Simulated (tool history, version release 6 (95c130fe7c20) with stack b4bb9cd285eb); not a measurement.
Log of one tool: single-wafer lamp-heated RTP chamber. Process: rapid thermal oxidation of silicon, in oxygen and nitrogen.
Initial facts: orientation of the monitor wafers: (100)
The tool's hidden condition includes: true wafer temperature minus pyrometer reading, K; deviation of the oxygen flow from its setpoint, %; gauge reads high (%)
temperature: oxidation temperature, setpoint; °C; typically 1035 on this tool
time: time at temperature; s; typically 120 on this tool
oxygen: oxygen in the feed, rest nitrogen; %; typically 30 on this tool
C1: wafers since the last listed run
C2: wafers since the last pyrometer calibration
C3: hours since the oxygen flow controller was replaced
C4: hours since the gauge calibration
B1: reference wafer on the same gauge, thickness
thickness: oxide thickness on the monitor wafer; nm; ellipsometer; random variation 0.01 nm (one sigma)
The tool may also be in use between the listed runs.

Run 1, hour 0.0: usual settings; C1 0; C2 579; C3 5099.4; C4 492.5; B1 8.075. Result: thickness 6.850 nm.
Run 2, hour 30.9: usual settings; C1 449; C2 1029; C3 5130.3; C4 523.4; B1 8.082. Result: thickness 6.841 nm.
Run 3, hour 43.5: usual settings but temperature 1059 °C, oxygen 52 %; C1 183; C2 1213; C3 5142.9; C4 536.0; B1 8.080. Result: thickness 9.819 nm.
Run 4, hour 58.5: usual settings but temperature 1059 °C, oxygen 52 %; C1 218; C2 1431; C3 5157.9; C4 551.0; B1 8.080. Result: thickness 9.847 nm.
Run 5, hour 81.9: usual settings but temperature 1059 °C, oxygen 52 %; C1 340; C2 1772; C3 5181.3; C4 574.4; B1 8.080. Result: thickness 9.807 nm.
Run 6, hour 99.1: usual settings; C1 250; C2 2022; C3 5198.5; C4 591.6; B1 8.078. Result: thickness 6.866 nm.
Run 7, hour 128.8: usual settings; C1 432; C2 2455; C3 5228.2; C4 621.3; B1 8.080. Result: thickness 6.868 nm.
At hour 139.9: oxygen flow controller replaced.
Run 8, hour 145.5: usual settings; C1 126; C2 2582; C3 5.6; C4 638.0; B1 8.080. Result: thickness 6.898 nm.
Run 9, hour 169.3: usual settings; C1 346; C2 2928; C3 29.4; C4 661.8; B1 8.080. Result: thickness 6.907 nm.
Run 10, hour 197.6: usual settings; C1 412; C2 3340; C3 57.7; C4 690.1; B1 8.080. Result: thickness 6.933 nm.
Run 11, hour 209.8: usual settings but temperature 1050 °C; C1 177; C2 3518; C3 69.9; C4 702.3; B1 8.076. Result: thickness 7.684 nm.
Run 12, hour 231.8: usual settings but temperature 1050 °C; C1 320; C2 3838; C3 91.9; C4 724.3; B1 8.081. Result: thickness 7.685 nm.
Run 13, hour 247.5: usual settings; C1 228; C2 4067; C3 107.6; C4 740.0; B1 8.081. Result: thickness 6.946 nm.
At hour 314.6: pyrometer window cleaned and pyrometer calibrated.
Run 14, hour 351.0: usual settings; C1 1390; C2 530; C3 211.1; C4 843.5; B1 8.082. Result: thickness 6.809 nm.
Run 15, hour 380.3: usual settings but temperature 1046 °C, oxygen 38 %; C1 426; C2 956; C3 240.4; C4 872.8; B1 8.080. Result: thickness 8.010 nm.
Run 16, hour 399.9: usual settings but temperature 1058 °C, time 65 s, oxygen 17 %; C1 285; C2 1242; C3 260.0; C4 892.4; B1 8.084. Result: thickness 5.027 nm.
Run 17, hour 427.0: usual settings but temperature 1062 °C; C1 394; C2 1636; C3 287.1; C4 919.5; B1 8.087. Result: thickness 8.213 nm.
Run 18, hour 448.4: usual settings; C1 311; C2 1948; C3 308.5; C4 940.9; B1 8.078. Result: thickness 6.848 nm.
Run 19, hour 480.6: usual settings; C1 468; C2 2417; C3 340.7; C4 973.1; B1 8.082. Result: thickness 6.868 nm.
Run 20, hour 495.1: usual settings but oxygen 40 %; C1 211; C2 2628; C3 355.2; C4 987.6; B1 8.076. Result: thickness 7.633 nm.
Run 21, hour 528.5: usual settings; C1 486; C2 3115; C3 388.6; C4 1021.0; B1 8.081. Result: thickness 6.880 nm.
Run 22, hour 564.4: usual settings but temperature 1056 °C, time 144 s, oxygen 59 %; C1 522; C2 3637; C3 424.5; C4 1056.9; B1 8.080. Result: thickness 11.047 nm.
Run 23, hour 598.5: usual settings but temperature 1043 °C, time 87 s, oxygen 18 %; C1 496; C2 4134; C3 458.6; C4 1091.0; B1 8.086. Result: thickness 5.345 nm.
At hour 627.7: pyrometer window cleaned and pyrometer calibrated.
Run 24, hour 628.2: usual settings but temperature 1050 °C; C1 316; C2 6; C3 488.3; C4 1120.7; B1 8.085. Result: thickness 7.596 nm.
Run 25, hour 637.5: usual settings but temperature 1011 °C, time 97 s; C1 135; C2 142; C3 497.6; C4 1130.0; B1 8.082. Result: thickness 5.266 nm.
At hour 643.9: gauge calibrated.
Run 26, hour 670.8: usual settings; C1 484; C2 627; C3 530.9; C4 26.9; B1 8.081. Result: thickness 6.847 nm.
Run 27, hour 702.9: usual settings but time 64 s; C1 467; C2 1094; C3 563.0; C4 59.0; B1 8.084. Result: thickness 5.192 nm.
Run 28, hour 723.5: usual settings; C1 299; C2 1394; C3 583.6; C4 79.6; B1 8.077. Result: thickness 6.857 nm.
Run 29, hour 735.8: usual settings; C1 179; C2 1573; C3 595.9; C4 91.9; B1 8.079. Result: thickness 6.847 nm.
Run 30, hour 748.6: usual settings but temperature 1044 °C, oxygen 18 %; C1 186; C2 1760; C3 608.7; C4 104.7; B1 8.081. Result: thickness 6.101 nm.
Run 31, hour 777.6: usual settings but temperature 1044 °C, time 158 s, oxygen 17 %; C1 422; C2 2182; C3 637.7; C4 133.7; B1 8.085. Result: thickness 6.771 nm.
Run 32, hour 792.5: usual settings but temperature 1055 °C, time 176 s, oxygen 40 %; C1 216; C2 2399; C3 652.6; C4 148.6; B1 8.081. Result: thickness 10.420 nm.
Run 33, hour 824.1: usual settings but temperature 1064 °C, time 143 s; C1 460; C2 2859; C3 684.2; C4 180.2; B1 8.078. Result: thickness 9.094 nm.
Run 34, hour 852.0: usual settings but temperature 1016 °C, time 169 s, oxygen 47 %; C1 406; C2 3265; C3 712.1; C4 208.1; B1 8.077. Result: thickness 8.280 nm.
Run 35, hour 877.3: usual settings; C1 368; C2 3634; C3 737.4; C4 233.4; B1 8.083. Result: thickness 6.936 nm.
At hour 903.5: pyrometer window cleaned and pyrometer calibrated.
Run 36, hour 904.0: usual settings; C1 272; C2 6; C3 764.1; C4 260.1; B1 8.076. Result: thickness 6.845 nm.
Run 37, hour 912.7: usual settings but time 150 s; C1 126; C2 133; C3 772.8; C4 268.8; B1 8.083. Result: thickness 7.524 nm.
Run 38, hour 925.2: usual settings; C1 182; C2 315; C3 785.3; C4 281.3; B1 8.083. Result: thickness 6.825 nm.
Run 39, hour 944.3: usual settings but temperature 1060 °C, time 148 s, oxygen 17 %; C1 278; C2 593; C3 804.4; C4 300.4; B1 8.079. Result: thickness 7.275 nm.

A few steps of thickness between consecutive runs. Split each: what settings, incoming material and random variation would produce without the hidden state, and what is left over for the hidden state, along with gauge scatter present in only one of the two compared results (measured, and without hidden state):
Run 13 -> 14: pyrometer window cleaned and pyrometer calibrated. thickness -0.137 nm: hidden state -0.126, all else -0.011.
Run 21 -> 22: temperature 1035 -> 1056, time 120 -> 144, oxygen 30 -> 59. thickness +4.167 nm: hidden state +0.080, all else +4.087.
Run 22 -> 23: temperature 1056 -> 1043, time 144 -> 87, oxygen 59 -> 18. thickness -5.702 nm: hidden state -0.062, all else -5.640.
Run 31 -> 32: temperature 1044 -> 1055, time 158 -> 176, oxygen 17 -> 40. thickness +3.649 nm: hidden state +0.033, all else +3.616.
Run 35 -> 36: pyrometer window cleaned and pyrometer calibrated. thickness -0.091 nm: hidden state -0.101, all else +0.010.
